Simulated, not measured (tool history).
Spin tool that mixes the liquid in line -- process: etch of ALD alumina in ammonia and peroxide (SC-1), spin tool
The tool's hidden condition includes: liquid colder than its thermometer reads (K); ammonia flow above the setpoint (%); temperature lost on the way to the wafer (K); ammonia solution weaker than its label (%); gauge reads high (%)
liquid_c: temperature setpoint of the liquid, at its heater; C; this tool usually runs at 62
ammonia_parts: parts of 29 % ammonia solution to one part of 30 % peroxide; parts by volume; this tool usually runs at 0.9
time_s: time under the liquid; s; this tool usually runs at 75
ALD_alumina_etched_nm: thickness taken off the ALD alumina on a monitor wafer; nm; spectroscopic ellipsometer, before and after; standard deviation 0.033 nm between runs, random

run,hour,liquid_c,ammonia_parts,time_s,wafers since the last listed run,hours since the thermometer was replaced,hours since the ammonia flow meter was replaced,hours since the heated supply line was repaired,hours since the drum of ammonia solution was connected,hours since the gauge calibration,"read-back film thickness of the ALD alumina reference wafer, read on the same gauge (nm)",ALD_alumina_etched_nm
1,0,58.5,1.2,75,0,170.7,125.2,60.6,149.2,3711.4,124.82,6.58
# hour 84.4: gauge calibrated
2,148.7,67,1.2,75,1096,319.4,273.9,209.3,297.9,64.3,120.07,9.75
3,214.6,54.5,0.6,120,485,385.3,339.8,275.2,363.8,130.2,120.13,7.7
4,258.4,70,0.9,65,322,429.1,383.6,319,407.6,174,120.1,9.41
5,329.3,62,1.2,115,522,500,454.5,389.9,478.5,244.9,120.13,11.48
# hour 421.2: new drum of ammonia solution connected
6,430.5,64.5,0.9,75,738,601.2,555.7,491.1,9.3,346.1,120.14,8.33
7,536.3,57,0.6,75,780,707,661.5,596.9,115.1,451.9,120.13,5.49
8,607.9,62,1.2,50,527,778.6,733.1,668.5,186.7,523.5,120.22,5.02
9,655,62,0.9,75,347,825.7,780.2,715.6,233.8,570.6,120.17,7.39
10,758.4,53.5,0.9,75,762,929.1,883.6,819,337.2,674,120.23,4.68
11,831.8,62,0.9,75,541,1002.5,957,892.4,410.6,747.4,120.31,7.36
12,911.1,62,0.9,75,584,1081.8,1036.3,971.7,489.9,826.7,120.3,7.35
13,972.8,62,1.2,100,454,1143.5,1098,1033.4,551.6,888.4,120.37,10.14
14,1019.9,62,0.7,75,347,1190.6,1145.1,1080.5,598.7,935.5,120.38,7.23
15,1089.5,53.5,1.2,110,513,1260.2,1214.7,1150.1,668.3,1005.1,120.43,7.09
# hour 1118.5: new drum of ammonia solution connected
16,1183.8,58,1.05,45,687,1354.5,1309,1244.4,65.3,1099.4,120.47,3.66
17,1252.4,70,1.15,40,505,1423.1,1377.6,1313,133.9,1168,120.55,6.01
18,1306.6,69,0.9,75,399,1477.3,1431.8,1367.2,188.1,1222.2,120.53,10.39
# hour 1342.1: heated supply line repaired
19,1395.1,62,0.9,75,645,1565.8,1520.3,53,276.6,1310.7,120.63,7.38
20,1450.3,55,1.2,95,406,1621,1575.5,108.2,331.8,1365.9,120.65,6.72
21,1528.7,62,1.15,75,578,1699.4,1653.9,186.6,410.2,1444.3,120.7,7.58
22,1601.6,62,1,75,537,1772.3,1726.8,259.5,483.1,1517.2,120.82,7.5
# hour 1657.1: ammonia flow meter replaced
23,1664,62,0.55,75,452,1834.7,6.9,321.9,545.5,1579.6,120.88,7.06
# hour 1691.9: thermometer replaced
24,1703,62,0.9,75,280,11.1,45.9,360.9,584.5,1618.6,120.91,7.4

Across each entry between runs, compare the hidden state at the last listed run before it with the hidden state at the first listed run after it:
Between runs 1 and 2: gauge calibrated (hour 84.4)
  gauge reads high (%): 4.01 -> 0.0775
  measured less the result without the state, ALD_alumina_etched_nm: +0.25 -> +0.01 nm
Between runs 5 and 6: new drum of ammonia solution connected (hour 421.2)
  gauge reads high (%): 0.0922 -> 0.108
  measured less the result without the state, ALD_alumina_etched_nm: +0.01 -> +0.01 nm
Between runs 15 and 16: new drum of ammonia solution connected (hour 1118.5)
  gauge reads high (%): 0.342 -> 0.394
  measured less the result without the state, ALD_alumina_etched_nm: +0.02 -> +0.02 nm
Between runs 18 and 19: heated supply line repaired (hour 1342.1)
  gauge reads high (%): 0.469 -> 0.528
  measured less the result without the state, ALD_alumina_etched_nm: +0.05 -> +0.04 nm
Between runs 22 and 23: ammonia flow meter replaced (hour 1657.1)
  gauge reads high (%): 0.682 -> 0.733
  measured less the result without the state, ALD_alumina_etched_nm: +0.05 -> +0.05 nm
Between runs 23 and 24: thermometer replaced (hour 1691.9)
  gauge reads high (%): 0.733 -> 0.766
  measured less the result without the state, ALD_alumina_etched_nm: +0.05 -> +0.06 nm
